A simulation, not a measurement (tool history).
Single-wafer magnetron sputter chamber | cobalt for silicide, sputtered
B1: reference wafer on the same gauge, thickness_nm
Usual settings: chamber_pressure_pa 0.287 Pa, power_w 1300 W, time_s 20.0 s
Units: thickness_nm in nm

run 1 hour=0.0 | chamber_pressure_pa=0.287 power_w=1300 time_s=20.0 | B1=13.214 | thickness_nm=13.095
run 2 hour=62.9 | chamber_pressure_pa=0.287 power_w=1300 time_s=20.0 | B1=13.212 | thickness_nm=13.067
run 3 hour=151.1 | chamber_pressure_pa=0.287 power_w=1300 time_s=20.0 | B1=13.204 | thickness_nm=13.046
run 4 hour=238.9 | chamber_pressure_pa=0.287 power_w=1300 time_s=20.0 | B1=13.199 | thickness_nm=12.926
run 5 hour=309.0 | chamber_pressure_pa=0.287 power_w=1300 time_s=20.0 | B1=13.200 | thickness_nm=12.993
-- hour=368.4 sputter target and shields replaced
run 6 hour=411.7 | chamber_pressure_pa=0.287 power_w=1300 time_s=20.0 | B1=13.194 | thickness_nm=13.216
run 7 hour=467.4 | chamber_pressure_pa=0.287 power_w=1300 time_s=20.0 | B1=13.199 | thickness_nm=13.169
run 8 hour=569.7 | chamber_pressure_pa=0.287 power_w=1300 time_s=20.0 | B1=13.202 | thickness_nm=12.979
run 9 hour=640.0 | chamber_pressure_pa=0.287 power_w=1300 time_s=20.0 | B1=13.195 | thickness_nm=13.045
-- hour=700.1 sputter target and shields replaced
run 10 hour=714.8 | chamber_pressure_pa=0.287 power_w=1300 time_s=20.0 | B1=13.188 | thickness_nm=13.293
run 11 hour=786.2 | chamber_pressure_pa=0.287 power_w=1300 time_s=20.0 | B1=13.203 | thickness_nm=13.038
run 12 hour=866.3 | chamber_pressure_pa=0.185 power_w=1150 time_s=23.1 | B1=13.211 | thickness_nm=13.696
run 13 hour=948.8 | chamber_pressure_pa=0.287 power_w=1500 time_s=20.0 | B1=13.188 | thickness_nm=15.029
-- hour=974.0 capacitance manometer re-zeroed and calibrated
run 14 hour=995.8 | chamber_pressure_pa=0.287 power_w=1300 time_s=20.0 | B1=13.190 | thickness_nm=13.069
-- hour=1062.8 sputter target and shields replaced
run 15 hour=1069.7 | chamber_pressure_pa=0.287 power_w=1050 time_s=20.0 | B1=13.194 | thickness_nm=10.674
run 16 hour=1142.8 | chamber_pressure_pa=0.287 power_w=1300 time_s=20.0 | B1=13.220 | thickness_nm=13.037
-- hour=1179.7 magnet pack replaced, of another model than before
-- hour=1225.3 gauge calibrated
-- hour=1435.5 sputter target and shields replaced
run 17 hour=1436.0 | chamber_pressure_pa=0.287 power_w=1600 time_s=16.1 | B1=13.195 | thickness_nm=13.128
run 18 hour=1478.7 | chamber_pressure_pa=0.349 power_w=1050 time_s=21.1 | B1=13.215 | thickness_nm=10.834
run 19 hour=1583.2 | chamber_pressure_pa=0.382 power_w=1300 time_s=20.0 | B1=13.199 | thickness_nm=12.415
run 20 hour=1683.8 | chamber_pressure_pa=0.325 power_w=1050 time_s=20.0 | B1=13.191 | thickness_nm=10.283
run 21 hour=1754.6 | chamber_pressure_pa=0.287 power_w=1300 time_s=20.0 | B1=13.192 | thickness_nm=12.947
-- hour=1790.2 sputter target and shields replaced
run 22 hour=1829.5 | chamber_pressure_pa=0.287 power_w=1300 time_s=22.5 | B1=13.210 | thickness_nm=14.815
run 23 hour=1896.0 | chamber_pressure_pa=0.379 power_w=1150 time_s=21.7 | B1=13.185 | thickness_nm=11.960

4 ways to go on from here, each from the tool as it stands after run 23. What would each give?
run A hour=1896.4 | chamber_pressure_pa=0.287 power_w=1300 time_s=20.0 | B1=? | thickness_nm=?
run B hour=1896.4 | chamber_pressure_pa=0.176 power_w=1300 time_s=18.6 | B1=? | thickness_nm=?
run C hour=1896.4 | chamber_pressure_pa=0.330 power_w=1300 time_s=22.5 | B1=? | thickness_nm=?
run D hour=1896.4 | chamber_pressure_pa=0.388 power_w=1300 time_s=20.0 | B1=? | thickness_nm=?

run=A B1=13.199 thickness_nm=13.104
run=B B1=13.199 thickness_nm=12.927
run=C B1=13.199 thickness_nm=14.414
run=D B1=13.199 thickness_nm=12.433
Without the tool's hidden state the same runs would have given:
run=A thickness_nm=13.257
run=B thickness_nm=13.078
run=C thickness_nm=14.582
run=D thickness_nm=12.578
